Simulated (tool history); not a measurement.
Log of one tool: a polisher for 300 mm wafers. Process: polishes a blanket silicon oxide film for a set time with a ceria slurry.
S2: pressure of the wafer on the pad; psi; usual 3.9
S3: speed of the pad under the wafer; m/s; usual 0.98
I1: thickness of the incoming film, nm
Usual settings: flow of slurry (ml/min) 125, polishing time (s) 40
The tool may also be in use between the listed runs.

{"run": 1, "hour": 0.0, "flow of slurry (ml/min)": 140, "S2": 3.9, "S3": 0.98, "polishing time (s)": 40, "I1": 918, "film removed (Å)": 2026}
{"run": 2, "hour": 88.1, "flow of slurry (ml/min)": 140, "S2": 3.9, "S3": 0.98, "polishing time (s)": 40, "I1": 918.7, "film removed (Å)": 2021}
{"run": 3, "hour": 142.8, "flow of slurry (ml/min)": 125, "S2": 3.9, "S3": 0.98, "polishing time (s)": 46, "I1": 929.1, "film removed (Å)": 2234}
{"run": 4, "hour": 218.1, "flow of slurry (ml/min)": 125, "S2": 3.9, "S3": 0.98, "polishing time (s)": 46, "I1": 901.4, "film removed (Å)": 2282}
{"run": 5, "hour": 278.5, "flow of slurry (ml/min)": 125, "S2": 3.9, "S3": 0.98, "polishing time (s)": 40, "I1": 923.3, "film removed (Å)": 1989}
{"run": 6, "hour": 360.8, "flow of slurry (ml/min)": 125, "S2": 3.9, "S3": 0.98, "polishing time (s)": 40, "I1": 926.1, "film removed (Å)": 1981}
{"run": 7, "hour": 442.9, "flow of slurry (ml/min)": 125, "S2": 3.9, "S3": 0.98, "polishing time (s)": 40, "I1": 918.7, "film removed (Å)": 1923}
{"run": 8, "hour": 508.7, "flow of slurry (ml/min)": 125, "S2": 3.9, "S3": 0.98, "polishing time (s)": 40, "I1": 937.6, "film removed (Å)": 1950}
{"run": 9, "hour": 603.6, "flow of slurry (ml/min)": 125, "S2": 3.9, "S3": 0.98, "polishing time (s)": 40, "I1": 910.2, "film removed (Å)": 1939}
{"run": 10, "hour": 686.9, "flow of slurry (ml/min)": 125, "S2": 3.9, "S3": 0.98, "polishing time (s)": 50, "I1": 916.9, "film removed (Å)": 2442}
{"run": 11, "hour": 751.4, "flow of slurry (ml/min)": 125, "S2": 3.9, "S3": 0.98, "polishing time (s)": 40, "I1": 928.5, "film removed (Å)": 1890}
{"run": 12, "hour": 827.8, "flow of slurry (ml/min)": 125, "S2": 3.9, "S3": 1.2, "polishing time (s)": 33, "I1": 920.5, "film removed (Å)": 1863}
{"run": 13, "hour": 865.3, "flow of slurry (ml/min)": 145, "S2": 2.5, "S3": 0.72, "polishing time (s)": 40, "I1": 910.4, "film removed (Å)": 1153}
{"run": 14, "hour": 919.4, "flow of slurry (ml/min)": 85, "S2": 3.9, "S3": 0.98, "polishing time (s)": 54, "I1": 918.3, "film removed (Å)": 2367}
{"run": 15, "hour": 967.7, "flow of slurry (ml/min)": 125, "S2": 3.5, "S3": 0.98, "polishing time (s)": 40, "I1": 910.9, "film removed (Å)": 1759}
{"run": 16, "hour": 1065.3, "flow of slurry (ml/min)": 125, "S2": 3.9, "S3": 0.86, "polishing time (s)": 40, "I1": 924.7, "film removed (Å)": 1885}
{"run": 17, "hour": 1109.2, "flow of slurry (ml/min)": 145, "S2": 3.9, "S3": 0.78, "polishing time (s)": 49, "I1": 916.8, "film removed (Å)": 2262}

Not shown: 7 entries that the log had between the listed runs. Between which runs, and how does the tool's hidden state differ before and after?
Between runs 3 and 4: worn pad replaced by a new one (hour 169.1)
  removal rate lost through wear of the pad, %: 3.52 -> 1.24; deviation of the head's pressure from its setpoint, %: 2.28 -> 3.25
  measured less the result without the state, film removed (Å): -34 -> +39
Between runs 6 and 7: worn pad replaced by a new one (hour 387.2); head pressure recalibrated (hour 414.2)
  removal rate lost through wear of the pad, %: 4.14 -> 1.34; deviation of the head's pressure from its setpoint, %: 5.45 -> -0.259
  measured less the result without the state, film removed (Å): +14 -> -31
Between runs 8 and 9: slurry nozzle cleaned (hour 539.8); worn pad replaced by a new one (hour 595.7)
  removal rate lost through wear of the pad, %: 2.68 -> 1.02; deviation of the head's pressure from its setpoint, %: -0.167 -> 0.137
  measured less the result without the state, film removed (Å): -56 -> -18
Between runs 11 and 12: worn pad replaced by a new one (hour 800.2)
  removal rate lost through wear of the pad, %: 4.02 -> 0.837; deviation of the head's pressure from its setpoint, %: 1.02 -> 1.66
  measured less the result without the state, film removed (Å): -60 -> +12
Between runs 15 and 16: worn pad replaced by a new one (hour 1055)
  removal rate lost through wear of the pad, %: 3.68 -> 0.282; deviation of the head's pressure from its setpoint, %: 3.19 -> 4.52
  measured less the result without the state, film removed (Å): -15 -> +71

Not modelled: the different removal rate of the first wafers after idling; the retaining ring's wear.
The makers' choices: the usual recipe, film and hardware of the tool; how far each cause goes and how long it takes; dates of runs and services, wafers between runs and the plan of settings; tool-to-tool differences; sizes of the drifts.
